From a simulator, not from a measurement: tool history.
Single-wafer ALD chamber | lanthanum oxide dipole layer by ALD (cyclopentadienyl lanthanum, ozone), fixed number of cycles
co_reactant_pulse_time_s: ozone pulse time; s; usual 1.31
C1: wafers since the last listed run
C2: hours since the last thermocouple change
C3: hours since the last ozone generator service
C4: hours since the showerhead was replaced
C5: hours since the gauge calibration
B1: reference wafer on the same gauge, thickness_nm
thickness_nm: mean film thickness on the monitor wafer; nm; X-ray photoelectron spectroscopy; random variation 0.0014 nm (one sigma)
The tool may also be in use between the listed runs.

run 1 hour=0.0 | co_reactant_pulse_time_s=1.31 | C1=0 C2=1386.7 C3=506.6 C4=3210.7 C5=558.3 | B1=0.646 | thickness_nm=0.532
run 2 hour=40.1 | co_reactant_pulse_time_s=1.14 | C1=976 C2=1426.8 C3=546.7 C4=3250.8 C5=598.4 | B1=0.646 | thickness_nm=0.497
-- hour=84.2 ozone generator serviced
run 3 hour=202.9 | co_reactant_pulse_time_s=1.14 | C1=3770 C2=1589.6 C3=118.7 C4=3413.6 C5=761.2 | B1=0.646 | thickness_nm=0.513
run 4 hour=290.7 | co_reactant_pulse_time_s=1.14 | C1=2138 C2=1677.4 C3=206.5 C4=3501.4 C5=849.0 | B1=0.646 | thickness_nm=0.512
-- hour=330.9 gauge calibrated
run 5 hour=393.7 | co_reactant_pulse_time_s=1.31 | C1=2508 C2=1780.4 C3=309.5 C4=3604.4 C5=62.8 | B1=0.646 | thickness_nm=0.541
run 6 hour=481.6 | co_reactant_pulse_time_s=1.31 | C1=2141 C2=1868.3 C3=397.4 C4=3692.3 C5=150.7 | B1=0.646 | thickness_nm=0.537
run 7 hour=531.5 | co_reactant_pulse_time_s=1.31 | C1=1215 C2=1918.2 C3=447.3 C4=3742.2 C5=200.6 | B1=0.646 | thickness_nm=0.538
run 8 hour=633.4 | co_reactant_pulse_time_s=1.13 | C1=2482 C2=2020.1 C3=549.2 C4=3844.1 C5=302.5 | B1=0.647 | thickness_nm=0.494
-- hour=659.6 ozone generator serviced
run 9 hour=701.8 | co_reactant_pulse_time_s=1.13 | C1=1471 C2=2088.5 C3=42.2 C4=3912.5 C5=370.9 | B1=0.646 | thickness_nm=0.511
run 10 hour=746.6 | co_reactant_pulse_time_s=1.13 | C1=1091 C2=2133.3 C3=87.0 C4=3957.3 C5=415.7 | B1=0.646 | thickness_nm=0.509
run 11 hour=813.6 | co_reactant_pulse_time_s=1.31 | C1=1632 C2=2200.3 C3=154.0 C4=4024.3 C5=482.7 | B1=0.645 | thickness_nm=0.544
run 12 hour=918.9 | co_reactant_pulse_time_s=1.08 | C1=2564 C2=2305.6 C3=259.3 C4=4129.6 C5=588.0 | B1=0.646 | thickness_nm=0.494
run 13 hour=985.2 | co_reactant_pulse_time_s=1.31 | C1=1614 C2=2371.9 C3=325.6 C4=4195.9 C5=654.3 | B1=0.646 | thickness_nm=0.541
run 14 hour=1049.7 | co_reactant_pulse_time_s=1.31 | C1=1571 C2=2436.4 C3=390.1 C4=4260.4 C5=718.8 | B1=0.646 | thickness_nm=0.540
run 15 hour=1137.8 | co_reactant_pulse_time_s=1.47 | C1=2145 C2=2524.5 C3=478.2 C4=4348.5 C5=806.9 | B1=0.647 | thickness_nm=0.553
run 16 hour=1241.7 | co_reactant_pulse_time_s=1.04 | C1=2530 C2=2628.4 C3=582.1 C4=4452.4 C5=910.8 | B1=0.646 | thickness_nm=0.466
-- hour=1255.2 ozone generator serviced
run 17 hour=1348.8 | co_reactant_pulse_time_s=1.31 | C1=2413 C2=2735.5 C3=93.6 C4=4559.5 C5=1017.9 | B1=0.647 | thickness_nm=0.542
run 18 hour=1386.3 | co_reactant_pulse_time_s=1.05 | C1=913 C2=2773.0 C3=131.1 C4=4597.0 C5=1055.4 | B1=0.646 | thickness_nm=0.489
-- hour=1403.3 gauge calibrated
-- hour=1456.4 thermocouple changed; heater temperature recalibrated
-- hour=1514.9 showerhead replaced
run 19 hour=1597.0 | co_reactant_pulse_time_s=1.31 | C1=4742 C2=140.6 C3=341.8 C4=82.1 C5=193.7 | B1=0.646 | thickness_nm=0.538
run 20 hour=1634.9 | co_reactant_pulse_time_s=0.92 | C1=923 C2=178.5 C3=379.7 C4=120.0 C5=231.6 | B1=0.646 | thickness_nm=0.432

Run 21 comes next. What will it give?
run 21 hour=1734.8 | co_reactant_pulse_time_s=1.31 | C1=2433 C2=278.4 C3=479.6 C4=219.9 C5=331.5 | B1=? | thickness_nm=?

B1: 0.647
thickness_nm: 0.534 nm
Without the tool's hidden state the same run would have given thickness_nm 0.544 nm.
